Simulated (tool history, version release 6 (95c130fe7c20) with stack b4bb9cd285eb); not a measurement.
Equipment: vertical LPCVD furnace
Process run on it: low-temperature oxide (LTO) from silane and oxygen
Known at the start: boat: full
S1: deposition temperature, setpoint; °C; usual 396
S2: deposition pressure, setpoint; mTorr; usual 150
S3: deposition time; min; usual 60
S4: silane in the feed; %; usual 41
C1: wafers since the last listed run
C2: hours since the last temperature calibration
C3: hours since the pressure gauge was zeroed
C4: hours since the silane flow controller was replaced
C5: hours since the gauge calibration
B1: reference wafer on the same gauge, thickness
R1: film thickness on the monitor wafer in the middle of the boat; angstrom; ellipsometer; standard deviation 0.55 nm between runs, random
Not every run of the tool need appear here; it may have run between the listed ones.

run   hour   S1   S2    S3  S4   C1      C2      C3      C4     C5      B1      R1
  1      0  396  150    60  41    0  1724.2  2411.4  6976.1   72.3  423.78  3767.4
  2   14.1  405  150  48.5  41  142  1738.3  2425.5  6990.2   86.4  423.94  3355.7
  3   22.9  405  150  48.5  41   88  1747.1  2434.3    6999   95.2  424.03  3356.5
  4   40.8  405  150  48.5  41  180    1765  2452.2  7016.9  113.1  423.61  3355.6
  5     63  396  150    60  41  224  1787.2  2474.4  7039.1  135.3  423.98  3772.4
  6   81.6  396  150    60  41  187  1805.8    2493  7057.7  153.9  423.95  3777.4
  7     90  396  150    60  41   84  1814.2  2501.4  7066.1  162.3  423.94  3764.1
  8  100.1  396  150    60  41  101  1824.3  2511.5  7076.2  172.4  423.81    3770
     123.1  -- gauge calibrated
     125.3  -- pressure gauge zeroed
  9  125.8  396  150  42.5  41   17    1850     0.5  7101.9    2.7  423.87  2675.3
 10  130.3  396  150    69  41   45  1854.5       5  7106.4    7.2  424.25  4332.2
 11  142.6  396  160    60  41  124  1866.8    17.3  7118.7   19.5  424.03  4030.2
     170.5  -- thermocouples replaced and temperature profile calibrated
 12    171  396  160    60  41   44     0.5    45.7  7147.1   47.9  424.08    4149
 13  175.4  396  160    60  41   44     4.9    50.1  7151.5   52.3  424.08  4148.3
 14  181.5  403  175  83.5  48   61      11    56.2  7157.6   58.4  423.88    7966
 15  188.3  393  175    60  35   68    17.8      63  7164.4   65.2  423.86    3600
 16  201.2  396  150    60  41  130    30.7    75.9  7177.3   78.1  423.64  3890.1
 17  209.1  396  150  70.5  41   79    38.6    83.8  7185.2     86  424.05  4569.1
 18  223.3  396  150    60  41  143    52.8      98  7199.4  100.2  423.81  3887.3
     249.8  -- silane flow controller replaced
     251.8  -- thermocouples replaced and temperature profile calibrated, repeated, since the last time left the tool worse
 19  252.3  386  150    60  41   30     0.5     127     2.5  129.2  424.05  3286.3
 20  256.8  396  160    60  41   45       5   131.5       7  133.7  423.87    3930
 21  261.7  392  185    41  46   49     9.9   136.4    11.9  138.6  424.07  3371.1
 22  275.5  396  140    73  41  139    23.7   150.2    25.7  152.4     424  4170.8
 23  282.4  388  150    60  36   69    30.6   157.1    32.6  159.3  424.07  2849.1
     283.5  -- gauge calibrated
 24  296.9  407  150    60  41  146    45.1   171.6    47.1   13.4  424.04  4163.7
 25  309.3  396  150    60  41  125    57.5     184    59.5   25.8   423.9  3686.4
 26  323.8  405  150  48.5  41  146      72   198.5      74   40.3  423.92  3276.9
 27    334  396  150  69.5  41  102    82.2   208.7    84.2   50.5  423.74  4275.5

Forecast each of these 4 alternatives for the next run:
  A  338.6  396  150  60  41  46  86.8  213.3  88.8  55.1   ?   ?
  B  338.6  406  150  75  41  46  86.8  213.3  88.8  55.1   ?   ?
  C  338.6  403  150  60  41  46  86.8  213.3  88.8  55.1   ?   ?
  D  338.6  396  150  60  38  46  86.8  213.3  88.8  55.1   ?   ?

run      B1      R1
  A  423.91  3685.8
  B  423.91  5137.4
  C  423.91  3979.6
  D  423.91  3359.7
Take away the tool's hidden state, keep each run's random variation, and the runs would have read:
run      R1
  A  3677.1
  B  5125.7
  C  3970.4
  D  3351.6
